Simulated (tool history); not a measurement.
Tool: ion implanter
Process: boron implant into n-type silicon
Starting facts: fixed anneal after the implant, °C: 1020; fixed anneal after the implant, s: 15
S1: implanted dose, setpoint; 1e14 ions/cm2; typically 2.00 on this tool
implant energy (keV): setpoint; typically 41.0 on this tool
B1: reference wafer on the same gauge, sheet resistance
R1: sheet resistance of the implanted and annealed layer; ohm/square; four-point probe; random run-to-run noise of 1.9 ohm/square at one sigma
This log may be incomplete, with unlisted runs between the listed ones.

Run 1, hour 0.0: usual settings but S1 1.82 1e14 ions/cm2, implant energy (keV) 33.5; B1 481.49. Result: R1 465.70 ohm/square.
Run 2, hour 26.3: usual settings; B1 481.88. Result: R1 416.32 ohm/square.
Run 3, hour 44.1: usual settings; B1 480.43. Result: R1 422.46 ohm/square.
Run 4, hour 116.1: usual settings; B1 479.92. Result: R1 417.38 ohm/square.
Run 5, hour 131.1: usual settings; B1 480.83. Result: R1 421.93 ohm/square.
Run 6, hour 157.1: usual settings; B1 481.00. Result: R1 419.71 ohm/square.
Run 7, hour 183.1: usual settings; B1 480.46. Result: R1 416.69 ohm/square.
Run 8, hour 214.0: usual settings but S1 2.20 1e14 ions/cm2; B1 480.86. Result: R1 391.80 ohm/square.
At hour 225.7: Faraday cup replaced and dose calibrated.
Run 9, hour 244.9: usual settings but S1 2.20 1e14 ions/cm2; B1 480.66. Result: R1 403.72 ohm/square.
Run 10, hour 341.3: usual settings but S1 2.20 1e14 ions/cm2; B1 482.22. Result: R1 400.27 ohm/square.
Run 11, hour 361.6: usual settings; B1 480.57. Result: R1 429.55 ohm/square.
Run 12, hour 384.3: usual settings; B1 481.19. Result: R1 425.68 ohm/square.
Run 13, hour 410.2: usual settings; B1 481.23. Result: R1 428.18 ohm/square.
At hour 425.8: extraction supply calibrated.
Run 14, hour 430.4: usual settings; B1 481.20. Result: R1 425.42 ohm/square.
At hour 439.8: gauge calibrated.
Run 15, hour 443.3: usual settings; B1 480.75. Result: R1 424.45 ohm/square.
Run 16, hour 471.5: usual settings; B1 481.33. Result: R1 423.95 ohm/square.
Run 17, hour 494.1: usual settings but S1 2.48 1e14 ions/cm2, implant energy (keV) 32.0; B1 481.71. Result: R1 370.74 ohm/square.
Run 18, hour 508.0: usual settings but S1 1.75 1e14 ions/cm2, implant energy (keV) 48.0; B1 480.99. Result: R1 454.98 ohm/square.
Run 19, hour 529.9: usual settings but S1 1.52 1e14 ions/cm2, implant energy (keV) 31.5; B1 481.43. Result: R1 541.75 ohm/square.
Run 20, hour 554.9: usual settings but S1 1.73 1e14 ions/cm2, implant energy (keV) 47.5; B1 480.41. Result: R1 462.53 ohm/square.
Run 21, hour 584.3: usual settings; B1 481.27. Result: R1 424.82 ohm/square.
Run 22, hour 605.4: usual settings; B1 480.79. Result: R1 425.11 ohm/square.
Run 23, hour 641.0: usual settings but S1 2.49 1e14 ions/cm2, implant energy (keV) 34.0; B1 480.89. Result: R1 366.12 ohm/square.
Run 24, hour 670.6: usual settings; B1 480.58. Result: R1 422.30 ohm/square.
Run 25, hour 690.0: usual settings but S1 2.57 1e14 ions/cm2, implant energy (keV) 53.0; B1 480.65. Result: R1 337.61 ohm/square.
Run 26, hour 705.5: usual settings but S1 1.61 1e14 ions/cm2; B1 481.97. Result: R1 497.69 ohm/square.
Run 27, hour 731.3: usual settings but S1 1.65 1e14 ions/cm2, implant energy (keV) 29.0; B1 479.55. Result: R1 507.26 ohm/square.
Run 28, hour 753.4: usual settings; B1 480.21. Result: R1 422.12 ohm/square.
Run 29, hour 776.7: usual settings but S1 2.27 1e14 ions/cm2, implant energy (keV) 31.5; B1 481.18. Result: R1 395.33 ohm/square.
Run 30, hour 804.1: usual settings but implant energy (keV) 54.5; B1 480.79. Result: R1 406.03 ohm/square.
Run 31, hour 828.6: usual settings but implant energy (keV) 52.5; B1 480.82. Result: R1 408.54 ohm/square.
Run 32, hour 843.1: usual settings but S1 2.29 1e14 ions/cm2; B1 480.69. Result: R1 380.32 ohm/square.
Run 33, hour 873.8: usual settings but S1 2.26 1e14 ions/cm2, implant energy (keV) 55.0; B1 480.70. Result: R1 367.82 ohm/square.
Run 34, hour 900.2: usual settings but S1 1.66 1e14 ions/cm2, implant energy (keV) 28.5; B1 481.84. Result: R1 512.20 ohm/square.
Run 35, hour 923.5: usual settings; B1 481.06. Result: R1 417.28 ohm/square.
Run 36, hour 937.0: usual settings but S1 1.51 1e14 ions/cm2, implant energy (keV) 53.5; B1 480.30. Result: R1 497.60 ohm/square.
Run 37, hour 952.9: usual settings; B1 481.52. Result: R1 418.56 ohm/square.

Consider 4 possible next runs. They are alternatives, not a sequence: every one starts from the tool as it was left by run 37. What does each give?
Run A, hour 953.3: usual settings; B1 ?. Result: R1 ?.
Run B, hour 953.3: usual settings but S1 1.79 1e14 ions/cm2, implant energy (keV) 27.5; B1 ?. Result: R1 ?.
Run C, hour 953.3: usual settings but S1 2.27 1e14 ions/cm2, implant energy (keV) 37.5; B1 ?. Result: R1 ?.
Run D, hour 953.3: usual settings but S1 2.21 1e14 ions/cm2, implant energy (keV) 36.5; B1 ?. Result: R1 ?.

run      B1      R1
  A  480.21  418.29
  B  480.21  480.46
  C  480.21  384.14
  D  480.21  393.48
Had the tool no hidden state, the same runs would have come out as:
run      R1
  A  433.80
  B  498.94
  C  398.73
  D  408.42
